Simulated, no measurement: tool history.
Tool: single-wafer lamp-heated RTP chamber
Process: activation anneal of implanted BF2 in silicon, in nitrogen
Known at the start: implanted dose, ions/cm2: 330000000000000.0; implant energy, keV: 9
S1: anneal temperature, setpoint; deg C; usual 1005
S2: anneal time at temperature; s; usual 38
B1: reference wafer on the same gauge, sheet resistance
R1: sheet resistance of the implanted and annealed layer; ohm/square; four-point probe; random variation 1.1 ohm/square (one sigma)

{"run": 1, "hour": 0.0, "S1": 1005, "S2": 38, "B1": 335.26, "R1": 373.18}
{"run": 2, "hour": 38.5, "S1": 1005, "S2": 38, "B1": 334.82, "R1": 371.81}
{"run": 3, "hour": 75.5, "S1": 1005, "S2": 38, "B1": 335.14, "R1": 370.62}
{"run": 4, "hour": 137.3, "S1": 1005, "S2": 38, "B1": 334.83, "R1": 368.45}
{"run": 5, "hour": 192.6, "S1": 1005, "S2": 38, "B1": 334.99, "R1": 364.53}
{"hour": 225.5, "done": "pyrometer window cleaned and pyrometer calibrated"}
{"run": 6, "hour": 236.2, "S1": 985, "S2": 38, "B1": 334.9, "R1": 396.23}
{"run": 7, "hour": 280.8, "S1": 985, "S2": 38, "B1": 334.97, "R1": 394.01}
{"run": 8, "hour": 319.7, "S1": 1005, "S2": 38, "B1": 334.96, "R1": 373.38}
{"run": 9, "hour": 344.8, "S1": 1005, "S2": 38, "B1": 335.09, "R1": 372.54}
{"run": 10, "hour": 381.7, "S1": 1005, "S2": 38, "B1": 335.26, "R1": 370.12}
{"run": 11, "hour": 438.0, "S1": 1005, "S2": 38, "B1": 334.96, "R1": 368.93}
{"hour": 513.0, "done": "pyrometer window cleaned and pyrometer calibrated"}
{"run": 12, "hour": 513.5, "S1": 1005, "S2": 38, "B1": 335.13, "R1": 374.64}
{"hour": 573.1, "done": "reflector plate cleaned"}
{"run": 13, "hour": 573.6, "S1": 1005, "S2": 38, "B1": 335.19, "R1": 375.09}
{"run": 14, "hour": 628.5, "S1": 1005, "S2": 38, "B1": 335.12, "R1": 372.54}
{"run": 15, "hour": 668.0, "S1": 1005, "S2": 26, "B1": 334.89, "R1": 381.86}
{"run": 16, "hour": 702.6, "S1": 1018, "S2": 51, "B1": 335.07, "R1": 354.33}
{"run": 17, "hour": 761.8, "S1": 1014, "S2": 60, "B1": 334.91, "R1": 346}
{"hour": 787.9, "done": "pyrometer window cleaned and pyrometer calibrated"}
{"run": 18, "hour": 807.1, "S1": 1005, "S2": 38, "B1": 334.95, "R1": 374.43}
{"run": 19, "hour": 875.9, "S1": 982, "S2": 28, "B1": 334.92, "R1": 406.75}
{"run": 20, "hour": 903.5, "S1": 1019, "S2": 56, "B1": 335.1, "R1": 350.87}
{"hour": 918.7, "done": "gauge calibrated"}
{"run": 21, "hour": 957.7, "S1": 988, "S2": 57, "B1": 335.08, "R1": 375.92}
{"run": 22, "hour": 1008.3, "S1": 1005, "S2": 38, "B1": 334.97, "R1": 366.82}
{"run": 23, "hour": 1075.3, "S1": 1013, "S2": 23, "B1": 334.98, "R1": 369.63}
{"hour": 1100.6, "done": "pyrometer window cleaned and pyrometer calibrated"}
{"run": 24, "hour": 1105.0, "S1": 987, "S2": 38, "B1": 334.87, "R1": 391.51}
{"run": 25, "hour": 1152.9, "S1": 1024, "S2": 45, "B1": 334.98, "R1": 354.55}
{"run": 26, "hour": 1210.5, "S1": 1005, "S2": 38, "B1": 334.85, "R1": 373.63}
{"run": 27, "hour": 1266.2, "S1": 991, "S2": 31, "B1": 334.86, "R1": 388.63}
{"run": 28, "hour": 1296.6, "S1": 1005, "S2": 21, "B1": 335.03, "R1": 383.52}
{"hour": 1304.8, "done": "reflector plate cleaned"}
{"run": 29, "hour": 1335.0, "S1": 1005, "S2": 52, "B1": 335.18, "R1": 358.2}
{"hour": 1369.3, "done": "pyrometer window cleaned and pyrometer calibrated"}
{"run": 30, "hour": 1369.8, "S1": 977, "S2": 44, "B1": 335.16, "R1": 399.37}

Forecast each of these 3 alternatives for the next run:
{"run": "A", "hour": 1370.2, "S1": 1005, "S2": 38, "B1": "?", "R1": "?"}
{"run": "B", "hour": 1370.2, "S1": 990, "S2": 47, "B1": "?", "R1": "?"}
{"run": "C", "hour": 1370.2, "S1": 1024, "S2": 38, "B1": "?", "R1": "?"}

run=A B1=334.99 R1=374.2
run=B B1=334.99 R1=383.31
run=C B1=334.99 R1=358.79
Without the tool's hidden state the same runs would have given:
run=A R1=374.7
run=B R1=383.94
run=C R1=359.27
